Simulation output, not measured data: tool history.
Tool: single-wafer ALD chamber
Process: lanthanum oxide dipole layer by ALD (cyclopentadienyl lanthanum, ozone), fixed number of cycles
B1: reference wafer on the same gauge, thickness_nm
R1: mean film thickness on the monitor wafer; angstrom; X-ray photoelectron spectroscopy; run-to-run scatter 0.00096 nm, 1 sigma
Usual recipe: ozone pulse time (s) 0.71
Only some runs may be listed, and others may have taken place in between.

run 1 hour=0.0 | ozone_pulse_time_(s)=0.71 | B1=0.31 | R1=3.76
run 2 hour=17.2 | ozone_pulse_time_(s)=0.71 | B1=0.31 | R1=3.76
run 3 hour=25.9 | ozone_pulse_time_(s)=0.71 | B1=0.31 | R1=3.73
run 4 hour=35.1 | ozone_pulse_time_(s)=0.71 | B1=0.31 | R1=3.75
-- hour=36.1 gauge calibrated
run 5 hour=50.4 | ozone_pulse_time_(s)=0.71 | B1=0.31 | R1=3.73
run 6 hour=61.1 | ozone_pulse_time_(s)=0.71 | B1=0.31 | R1=3.74
run 7 hour=71.5 | ozone_pulse_time_(s)=0.89 | B1=0.31 | R1=4.06
run 8 hour=85.8 | ozone_pulse_time_(s)=0.89 | B1=0.31 | R1=4.07
run 9 hour=96.4 | ozone_pulse_time_(s)=0.71 | B1=0.31 | R1=3.73
-- hour=120.3 thermocouple changed; heater temperature recalibrated
-- hour=125.9 showerhead replaced
run 10 hour=126.4 | ozone_pulse_time_(s)=0.71 | B1=0.31 | R1=3.72
run 11 hour=126.7 | ozone_pulse_time_(s)=0.71 | B1=0.31 | R1=3.72
run 12 hour=133.4 | ozone_pulse_time_(s)=0.71 | B1=0.31 | R1=3.74
run 13 hour=148.1 | ozone_pulse_time_(s)=0.71 | B1=0.31 | R1=3.73
run 14 hour=164.3 | ozone_pulse_time_(s)=0.88 | B1=0.31 | R1=4.05
run 15 hour=176.1 | ozone_pulse_time_(s)=0.71 | B1=0.31 | R1=3.70
run 16 hour=184.8 | ozone_pulse_time_(s)=0.71 | B1=0.31 | R1=3.72
run 17 hour=197.0 | ozone_pulse_time_(s)=0.71 | B1=0.31 | R1=3.71
run 18 hour=233.5 | ozone_pulse_time_(s)=0.71 | B1=0.31 | R1=3.69
run 19 hour=251.2 | ozone_pulse_time_(s)=0.71 | B1=0.31 | R1=3.68
run 20 hour=263.6 | ozone_pulse_time_(s)=0.71 | B1=0.31 | R1=3.69
-- hour=274.1 ozone generator serviced
run 21 hour=277.7 | ozone_pulse_time_(s)=0.45 | B1=0.31 | R1=3.14
run 22 hour=291.3 | ozone_pulse_time_(s)=0.97 | B1=0.31 | R1=4.26
run 23 hour=306.8 | ozone_pulse_time_(s)=0.71 | B1=0.31 | R1=3.82
-- hour=309.7 gauge calibrated
run 24 hour=319.8 | ozone_pulse_time_(s)=0.80 | B1=0.31 | R1=4.02
run 25 hour=330.0 | ozone_pulse_time_(s)=0.47 | B1=0.31 | R1=3.21
run 26 hour=347.0 | ozone_pulse_time_(s)=0.63 | B1=0.31 | R1=3.65
run 27 hour=373.3 | ozone_pulse_time_(s)=0.93 | B1=0.31 | R1=4.22
run 28 hour=389.9 | ozone_pulse_time_(s)=0.59 | B1=0.31 | R1=3.54
run 29 hour=398.1 | ozone_pulse_time_(s)=0.71 | B1=0.31 | R1=3.82
run 30 hour=414.8 | ozone_pulse_time_(s)=0.90 | B1=0.31 | R1=4.16
run 31 hour=426.5 | ozone_pulse_time_(s)=0.52 | B1=0.31 | R1=3.34
run 32 hour=433.6 | ozone_pulse_time_(s)=0.51 | B1=0.31 | R1=3.30
run 33 hour=439.8 | ozone_pulse_time_(s)=0.55 | B1=0.31 | R1=3.42
run 34 hour=455.0 | ozone_pulse_time_(s)=0.57 | B1=0.31 | R1=3.48

Consider 5 possible next runs. They are alternatives, not a sequence: every one starts from the tool as it was left by run 34. What does each give?
run A hour=455.4 | ozone_pulse_time_(s)=0.71 | B1=? | R1=?
run B hour=455.4 | ozone_pulse_time_(s)=0.49 | B1=? | R1=?
run C hour=455.4 | ozone_pulse_time_(s)=0.96 | B1=? | R1=?
run D hour=455.4 | ozone_pulse_time_(s)=0.86 | B1=? | R1=?
run E hour=455.4 | ozone_pulse_time_(s)=0.87 | B1=? | R1=?

run=A B1=0.31 R1=3.80
run=B B1=0.31 R1=3.24
run=C B1=0.31 R1=4.23
run=D B1=0.31 R1=4.08
run=E B1=0.31 R1=4.10
The same runs, with their run-to-run variation unchanged, on a tool lacking any hidden condition would have given:
run=A R1=3.84
run=B R1=3.28
run=C R1=4.26
run=D R1=4.12
run=E R1=4.13
